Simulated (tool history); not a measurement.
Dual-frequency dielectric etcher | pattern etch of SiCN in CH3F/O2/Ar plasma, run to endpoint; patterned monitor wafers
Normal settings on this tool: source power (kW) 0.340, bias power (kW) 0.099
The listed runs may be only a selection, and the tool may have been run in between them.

| run | hour | source power (kW) | bias power (kW) | wafers since the last listed run | hours since the last wet clean | hours since the last source power generator calibration | hours since the last bias power generator calibration | hours since the last upper electrode change | incoming incoming film thickness, nm | endpoint time (s) |
|---|---|---|---|---|---|---|---|---|---|---|
| 1 | 0.0 | 0.340 | 0.099 | 0 | 282.4 | 2147.5 | 4046.2 | 3068.3 | 11.38 | 31.7 |
| 2 | 12.8 | 0.340 | 0.099 | 188 | 295.2 | 2160.3 | 4059.0 | 3081.1 | 11.37 | 31.7 |
| 3 | 30.1 | 0.340 | 0.099 | 254 | 312.5 | 2177.6 | 4076.3 | 3098.4 | 11.41 | 32.0 |
| 4 | 46.9 | 0.340 | 0.099 | 247 | 329.3 | 2194.4 | 4093.1 | 3115.2 | 11.40 | 32.2 |
|  | 81.9 | upper electrode replaced |
| 5 | 82.4 | 0.340 | 0.099 | 169 | 364.8 | 2229.9 | 4128.6 | 0.5 | 11.41 | 32.8 |
| 6 | 82.8 | 0.340 | 0.099 | 5 | 365.2 | 2230.3 | 4129.0 | 0.9 | 11.36 | 32.1 |
| 7 | 85.0 | 0.340 | 0.112 | 32 | 367.4 | 2232.5 | 4131.2 | 3.1 | 11.29 | 29.9 |
|  | 112.0 | wet clean of the chamber |
| 8 | 112.5 | 0.340 | 0.112 | 51 | 0.5 | 2260.0 | 4158.7 | 30.6 | 11.53 | 28.4 |
| 9 | 145.8 | 0.340 | 0.112 | 490 | 33.8 | 2293.3 | 4192.0 | 63.9 | 11.36 | 28.4 |
| 10 | 152.5 | 0.280 | 0.099 | 98 | 40.5 | 2300.0 | 4198.7 | 70.6 | 11.32 | 31.9 |
| 11 | 160.7 | 0.280 | 0.083 | 120 | 48.7 | 2308.2 | 4206.9 | 78.8 | 11.34 | 35.8 |
|  | 171.6 | source power generator calibrated |
| 12 | 173.1 | 0.300 | 0.089 | 123 | 61.1 | 1.5 | 4219.3 | 91.2 | 11.47 | 34.1 |
| 13 | 182.8 | 0.420 | 0.079 | 142 | 70.8 | 11.2 | 4229.0 | 100.9 | 11.45 | 33.4 |
| 14 | 194.2 | 0.300 | 0.124 | 167 | 82.2 | 22.6 | 4240.4 | 112.3 | 11.39 | 27.7 |
|  | 200.3 | bias power generator calibrated |
| 15 | 202.4 | 0.260 | 0.109 | 61 | 90.4 | 30.8 | 2.1 | 120.5 | 11.42 | 31.3 |
| 16 | 217.6 | 0.400 | 0.080 | 223 | 105.6 | 46.0 | 17.3 | 135.7 | 11.46 | 33.7 |
| 17 | 234.1 | 0.300 | 0.075 | 243 | 122.1 | 62.5 | 33.8 | 152.2 | 11.48 | 38.2 |
| 18 | 240.8 | 0.340 | 0.099 | 98 | 128.8 | 69.2 | 40.5 | 158.9 | 11.43 | 31.3 |
| 19 | 255.3 | 0.340 | 0.099 | 213 | 143.3 | 83.7 | 55.0 | 173.4 | 11.31 | 30.6 |
| 20 | 265.7 | 0.400 | 0.085 | 153 | 153.7 | 94.1 | 65.4 | 183.8 | 11.36 | 32.5 |

Branching from run 20: 4 alternative next runs. What would each branch give?
| A | 266.1 | 0.340 | 0.099 | 5 | 154.1 | 94.5 | 65.8 | 184.2 | 11.31 | ? |
| B | 266.1 | 0.310 | 0.106 | 5 | 154.1 | 94.5 | 65.8 | 184.2 | 11.31 | ? |
| C | 266.1 | 0.300 | 0.090 | 5 | 154.1 | 94.5 | 65.8 | 184.2 | 11.31 | ? |
| D | 266.1 | 0.340 | 0.089 | 5 | 154.1 | 94.5 | 65.8 | 184.2 | 11.31 | ? |

| run | endpoint time (s) |
|---|---|
| A | 30.8 |
| B | 30.2 |
| C | 33.7 |
| D | 32.8 |
The same runs, with their run-to-run variation unchanged, on a tool lacking any hidden condition would have given:
| run | endpoint time (s) |
|---|---|
| A | 30.1 |
| B | 29.6 |
| C | 33.0 |
| D | 32.1 |

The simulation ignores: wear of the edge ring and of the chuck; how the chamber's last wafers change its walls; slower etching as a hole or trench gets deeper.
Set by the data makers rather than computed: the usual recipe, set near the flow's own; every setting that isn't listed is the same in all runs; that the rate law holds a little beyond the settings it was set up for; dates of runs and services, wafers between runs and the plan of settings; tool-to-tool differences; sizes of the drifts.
